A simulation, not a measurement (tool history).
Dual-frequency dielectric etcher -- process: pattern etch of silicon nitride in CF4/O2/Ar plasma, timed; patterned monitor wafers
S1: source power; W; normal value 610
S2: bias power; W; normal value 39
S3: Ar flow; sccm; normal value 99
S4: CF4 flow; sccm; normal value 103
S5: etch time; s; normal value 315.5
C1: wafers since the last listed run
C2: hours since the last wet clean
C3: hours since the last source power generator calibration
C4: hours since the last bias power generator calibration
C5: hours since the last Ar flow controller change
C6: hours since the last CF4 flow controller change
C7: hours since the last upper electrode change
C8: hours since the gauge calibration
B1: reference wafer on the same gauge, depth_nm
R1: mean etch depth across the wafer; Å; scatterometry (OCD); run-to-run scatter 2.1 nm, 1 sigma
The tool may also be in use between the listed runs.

{"run": 1, "hour": 0.0, "S1": 510, "S2": 39, "S3": 117, "S4": 117, "S5": 315.5, "C1": 0, "C2": 320.2, "C3": 3319.8, "C4": 223.1, "C5": 67.2, "C6": 249.4, "C7": 131.3, "C8": 290.6, "B1": 708.0, "R1": 5670}
{"run": 2, "hour": 12.2, "S1": 610, "S2": 36, "S3": 99, "S4": 103, "S5": 315.5, "C1": 79, "C2": 332.4, "C3": 3332.0, "C4": 235.3, "C5": 79.4, "C6": 261.6, "C7": 143.5, "C8": 302.8, "B1": 707.1, "R1": 5976}
{"run": 3, "hour": 32.6, "S1": 610, "S2": 46, "S3": 99, "S4": 103, "S5": 315.5, "C1": 133, "C2": 352.8, "C3": 3352.4, "C4": 255.7, "C5": 99.8, "C6": 282.0, "C7": 163.9, "C8": 323.2, "B1": 706.9, "R1": 6750}
{"run": 4, "hour": 55.6, "S1": 500, "S2": 47, "S3": 110, "S4": 103, "S5": 364.5, "C1": 150, "C2": 375.8, "C3": 3375.4, "C4": 278.7, "C5": 122.8, "C6": 305.0, "C7": 186.9, "C8": 346.2, "B1": 706.7, "R1": 7147}
{"run": 5, "hour": 71.4, "S1": 610, "S2": 39, "S3": 109, "S4": 117, "S5": 315.5, "C1": 103, "C2": 391.6, "C3": 3391.2, "C4": 294.5, "C5": 138.6, "C6": 320.8, "C7": 202.7, "C8": 362.0, "B1": 707.1, "R1": 6175}
{"run": 6, "hour": 97.1, "S1": 560, "S2": 39, "S3": 99, "S4": 103, "S5": 375.5, "C1": 168, "C2": 417.3, "C3": 3416.9, "C4": 320.2, "C5": 164.3, "C6": 346.5, "C7": 228.4, "C8": 387.7, "B1": 705.9, "R1": 7068}
{"hour": 198.4, "done": "wet clean of the chamber"}
{"run": 7, "hour": 198.9, "S1": 720, "S2": 39, "S3": 99, "S4": 103, "S5": 315.5, "C1": 509, "C2": 0.5, "C3": 3518.7, "C4": 422.0, "C5": 266.1, "C6": 448.3, "C7": 330.2, "C8": 489.5, "B1": 706.4, "R1": 6705}
{"run": 8, "hour": 206.6, "S1": 610, "S2": 39, "S3": 99, "S4": 116, "S5": 315.5, "C1": 50, "C2": 8.2, "C3": 3526.4, "C4": 429.7, "C5": 273.8, "C6": 456.0, "C7": 337.9, "C8": 497.2, "B1": 704.8, "R1": 6249}
{"hour": 211.2, "done": "source power generator calibrated"}
{"run": 9, "hour": 234.7, "S1": 610, "S2": 39, "S3": 99, "S4": 103, "S5": 315.5, "C1": 157, "C2": 36.3, "C3": 23.5, "C4": 457.8, "C5": 301.9, "C6": 484.1, "C7": 366.0, "C8": 525.3, "B1": 703.7, "R1": 6191}
{"run": 10, "hour": 250.5, "S1": 610, "S2": 39, "S3": 99, "S4": 89, "S5": 359.5, "C1": 103, "C2": 52.1, "C3": 39.3, "C4": 473.6, "C5": 317.7, "C6": 499.9, "C7": 381.8, "C8": 541.1, "B1": 704.3, "R1": 6899}
{"run": 11, "hour": 279.4, "S1": 610, "S2": 39, "S3": 99, "S4": 103, "S5": 315.5, "C1": 189, "C2": 81.0, "C3": 68.2, "C4": 502.5, "C5": 346.6, "C6": 528.8, "C7": 410.7, "C8": 570.0, "B1": 703.1, "R1": 6139}
{"run": 12, "hour": 299.4, "S1": 610, "S2": 39, "S3": 112, "S4": 117, "S5": 277.5, "C1": 130, "C2": 101.0, "C3": 88.2, "C4": 522.5, "C5": 366.6, "C6": 548.8, "C7": 430.7, "C8": 590.0, "B1": 701.5, "R1": 5406}
{"run": 13, "hour": 381.3, "S1": 610, "S2": 45, "S3": 99, "S4": 103, "S5": 315.5, "C1": 536, "C2": 182.9, "C3": 170.1, "C4": 604.4, "C5": 448.5, "C6": 630.7, "C7": 512.6, "C8": 671.9, "B1": 700.7, "R1": 6637}
{"run": 14, "hour": 396.7, "S1": 480, "S2": 39, "S3": 99, "S4": 103, "S5": 315.5, "C1": 100, "C2": 198.3, "C3": 185.5, "C4": 619.8, "C5": 463.9, "C6": 646.1, "C7": 528.0, "C8": 687.3, "B1": 699.9, "R1": 5540}
{"run": 15, "hour": 416.0, "S1": 610, "S2": 39, "S3": 99, "S4": 103, "S5": 246.0, "C1": 126, "C2": 217.6, "C3": 204.8, "C4": 639.1, "C5": 483.2, "C6": 665.4, "C7": 547.3, "C8": 706.6, "B1": 700.6, "R1": 4794}
{"run": 16, "hour": 450.7, "S1": 610, "S2": 39, "S3": 80, "S4": 81, "S5": 315.5, "C1": 227, "C2": 252.3, "C3": 239.5, "C4": 673.8, "C5": 517.9, "C6": 700.1, "C7": 582.0, "C8": 741.3, "B1": 698.9, "R1": 6176}
{"run": 17, "hour": 470.8, "S1": 610, "S2": 39, "S3": 99, "S4": 103, "S5": 315.5, "C1": 131, "C2": 272.4, "C3": 259.6, "C4": 693.9, "C5": 538.0, "C6": 720.2, "C7": 602.1, "C8": 761.4, "B1": 699.1, "R1": 6124}
{"run": 18, "hour": 502.9, "S1": 740, "S2": 42, "S3": 99, "S4": 80, "S5": 315.5, "C1": 210, "C2": 304.5, "C3": 291.7, "C4": 726.0, "C5": 570.1, "C6": 752.3, "C7": 634.2, "C8": 793.5, "B1": 698.8, "R1": 6822}
{"run": 19, "hour": 515.8, "S1": 530, "S2": 39, "S3": 99, "S4": 113, "S5": 315.5, "C1": 84, "C2": 317.4, "C3": 304.6, "C4": 738.9, "C5": 583.0, "C6": 765.2, "C7": 647.1, "C8": 806.4, "B1": 698.2, "R1": 5804}
{"run": 20, "hour": 541.1, "S1": 560, "S2": 39, "S3": 99, "S4": 103, "S5": 315.5, "C1": 165, "C2": 342.7, "C3": 329.9, "C4": 764.2, "C5": 608.3, "C6": 790.5, "C7": 672.4, "C8": 831.7, "B1": 696.3, "R1": 5885}
{"run": 21, "hour": 553.2, "S1": 660, "S2": 32, "S3": 99, "S4": 103, "S5": 315.5, "C1": 79, "C2": 354.8, "C3": 342.0, "C4": 776.3, "C5": 620.4, "C6": 802.6, "C7": 684.5, "C8": 843.8, "B1": 697.9, "R1": 5652}
{"run": 22, "hour": 582.5, "S1": 690, "S2": 35, "S3": 99, "S4": 103, "S5": 315.5, "C1": 191, "C2": 384.1, "C3": 371.3, "C4": 805.6, "C5": 649.7, "C6": 831.9, "C7": 713.8, "C8": 873.1, "B1": 695.6, "R1": 6086}

The same runs without the tool's hidden state, with the same run-to-run variation:
The tool's hidden condition here consists of: etch rate over this chamber's usual, %; source power that arrives over what is set, %; bias power that arrives over what is set, %; Ar flow that arrives over what is set, %; CF4 flow that arrives over what is set, %; gauge reads high (%).
run=1 R1=5664
run=2 R1=5971
run=3 R1=6745
run=4 R1=7146
run=5 R1=6175
run=6 R1=7072
run=7 R1=6724
run=8 R1=6268
run=9 R1=6214
run=10 R1=6928
run=11 R1=6169
run=12 R1=5436
run=13 R1=6692
run=14 R1=5588
run=15 R1=4839
run=16 R1=6242
run=17 R1=6195
run=18 R1=6910
run=19 R1=5882
run=20 R1=5971
run=21 R1=5737
run=22 R1=6186

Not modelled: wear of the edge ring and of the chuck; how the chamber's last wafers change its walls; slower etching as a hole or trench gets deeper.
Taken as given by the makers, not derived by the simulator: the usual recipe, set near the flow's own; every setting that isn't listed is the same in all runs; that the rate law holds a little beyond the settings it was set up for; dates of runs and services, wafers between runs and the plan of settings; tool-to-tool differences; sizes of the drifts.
